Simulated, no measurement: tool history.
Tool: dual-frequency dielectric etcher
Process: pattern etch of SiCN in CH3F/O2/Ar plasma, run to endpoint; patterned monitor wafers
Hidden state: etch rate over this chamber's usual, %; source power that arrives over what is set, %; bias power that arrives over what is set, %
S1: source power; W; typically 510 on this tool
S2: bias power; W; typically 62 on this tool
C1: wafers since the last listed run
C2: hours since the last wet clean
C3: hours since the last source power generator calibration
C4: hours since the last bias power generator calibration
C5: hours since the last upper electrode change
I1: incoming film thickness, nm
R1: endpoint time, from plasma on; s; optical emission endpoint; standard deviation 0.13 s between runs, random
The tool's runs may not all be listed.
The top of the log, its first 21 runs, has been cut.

| run | hour | S1 | S2 | C1 | C2 | C3 | C4 | C5 | I1 | R1 |
|---|---|---|---|---|---|---|---|---|---|---|
| 22 | 1658.9 | 570 | 62 | 1363 | 377.5 | 2646.7 | 82.3 | 973.7 | 12.84 | 30.2 |
| 23 | 1746.3 | 390 | 71 | 1469 | 464.9 | 2734.1 | 169.7 | 1061.1 | 12.92 | 32.2 |
| 24 | 1843.5 | 510 | 70 | 1634 | 562.1 | 2831.3 | 266.9 | 1158.3 | 12.86 | 29.1 |
|  | 2001.2 | wet clean of the chamber |
|  | 2068.4 | source power generator calibrated |
| 25 | 2116.2 | 470 | 68 | 4115 | 115.0 | 47.8 | 539.6 | 1431.0 | 12.77 | 30.7 |
| 26 | 2186.3 | 440 | 69 | 1178 | 185.1 | 117.9 | 609.7 | 1501.1 | 12.77 | 31.0 |
| 27 | 2292.8 | 470 | 47 | 1791 | 291.6 | 224.4 | 716.2 | 1607.6 | 12.74 | 37.4 |
| 28 | 2346.9 | 510 | 62 | 909 | 345.7 | 278.5 | 770.3 | 1661.7 | 12.87 | 31.5 |
| 29 | 2453.8 | 510 | 62 | 1797 | 452.6 | 385.4 | 877.2 | 1768.6 | 12.91 | 31.3 |
| 30 | 2514.7 | 470 | 53 | 1024 | 513.5 | 446.3 | 938.1 | 1829.5 | 12.79 | 35.1 |
| 31 | 2612.8 | 570 | 47 | 1649 | 611.6 | 544.4 | 1036.2 | 1927.6 | 12.59 | 35.0 |
| 32 | 2706.6 | 510 | 62 | 1577 | 705.4 | 638.2 | 1130.0 | 2021.4 | 12.69 | 31.1 |
| 33 | 2764.2 | 400 | 70 | 968 | 763.0 | 695.8 | 1187.6 | 2079.0 | 12.79 | 32.1 |
|  | 2795.0 | wet clean of the chamber |
| 34 | 2868.7 | 510 | 62 | 1353 | 73.7 | 800.3 | 1292.1 | 2183.5 | 12.82 | 31.4 |
| 35 | 2915.9 | 600 | 48 | 793 | 120.9 | 847.5 | 1339.3 | 2230.7 | 12.78 | 34.1 |

Predict each of these 4 candidate next runs independently; none follows another, all start after run 35:
| A | 2916.3 | 510 | 72 | 6 | 121.3 | 847.9 | 1339.7 | 2231.1 | 12.84 | ? |
| B | 2916.3 | 620 | 48 | 6 | 121.3 | 847.9 | 1339.7 | 2231.1 | 12.84 | ? |
| C | 2916.3 | 590 | 62 | 6 | 121.3 | 847.9 | 1339.7 | 2231.1 | 12.84 | ? |
| D | 2916.3 | 510 | 54 | 6 | 121.3 | 847.9 | 1339.7 | 2231.1 | 12.84 | ? |

| run | R1 |
|---|---|
| A | 29.1 |
| B | 33.9 |
| C | 29.9 |
| D | 34.1 |
Stripped of hidden state, with their random variation kept, the same runs would have yielded:
| run | R1 |
|---|---|
| A | 28.8 |
| B | 33.6 |
| C | 29.6 |
| D | 33.8 |
